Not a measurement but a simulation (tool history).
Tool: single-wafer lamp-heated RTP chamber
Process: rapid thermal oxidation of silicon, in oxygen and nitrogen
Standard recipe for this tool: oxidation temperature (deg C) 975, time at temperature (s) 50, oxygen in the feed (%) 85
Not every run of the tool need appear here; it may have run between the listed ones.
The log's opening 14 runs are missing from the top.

run,day,oxidation temperature (deg C),time at temperature (s),oxygen in the feed (%),wafers since the last listed run,wafers since the last pyrometer calibration,hours since the oxygen flow controller was replaced,hours since the gauge calibration,"read-back reference wafer on the same gauge, thickness",oxide thickness on the monitor wafer (angstrom)
15,6.617,975,50,85,102,7350,4320.2,272.4,4.53,46.93
16,6.929,975,50,85,63,7414,4327.7,279.9,4.529,47.05
17,7.308,975,50,85,77,7491,4336.8,289,4.53,47.06
18,7.762,975,50,85,92,7584,4347.7,299.9,4.53,46.93
# day 8.117: pyrometer window cleaned and pyrometer calibrated
19,8.375,975,50,85,56,53,4362.4,314.6,4.528,45.34
20,8.796,975,50,85,85,138,4372.5,324.7,4.531,44.99
21,9.05,975,50,98,51,190,4378.6,330.8,4.53,47.5
22,9.767,994,29,98,146,337,4395.8,348,4.529,43.3
23,10.396,975,35,85,128,465,4410.9,363.1,4.532,39.19
24,10.762,959,38,98,74,540,4419.7,371.9,4.528,37.98
25,11.104,945,50,85,69,609,4427.9,380.1,4.528,36.94
26,11.846,984,50,98,151,761,4445.7,397.9,4.53,50.27
27,12.2,975,50,85,72,833,4454.2,406.4,4.532,45.09
28,12.758,975,69,91,113,947,4467.6,419.8,4.531,52.98
29,13.046,975,50,85,58,1006,4474.5,426.7,4.532,45.23
30,13.404,975,70,85,73,1079,4483.1,435.3,4.532,51.92
# day 13.933: oxygen flow controller replaced
31,13.954,963,33,85,44,1123,0.5,448.5,4.531,35.71
# day 14.142: gauge calibrated
32,15.771,986,50,85,370,1494,44.1,39.1,4.53,48.95
33,16.3,975,42,98,107,1602,56.8,51.8,4.528,44.1
34,16.579,975,50,64,56,1659,63.5,58.5,4.529,41.24
35,16.917,957,38,85,68,1727,71.6,66.6,4.531,36.07
36,17.275,975,50,85,73,1801,80.2,75.2,4.528,45.25
37,17.758,975,38,85,98,1899,91.8,86.8,4.529,40.72
38,18.338,975,36,85,118,2017,105.7,100.7,4.532,39.7
39,19.079,975,50,85,151,2169,123.5,118.5,4.531,45.41

3 options for the next run, each taken on its own from the tool as it stands now. Forecast them:
A,19.1,999,50,85,4,2173,124,119,?,?
B,19.1,975,42,73,4,2173,124,119,?,?
C,19.1,995,36,64,4,2173,124,119,?,?

run,"read-back reference wafer on the same gauge, thickness",oxide thickness on the monitor wafer (angstrom)
A,4.529,53.76
B,4.529,40.3
C,4.529,41.61
Stripped of hidden state, with their random variation kept, the same runs would have yielded:
run,oxide thickness on the monitor wafer (angstrom)
A,53.58
B,40.17
C,41.48
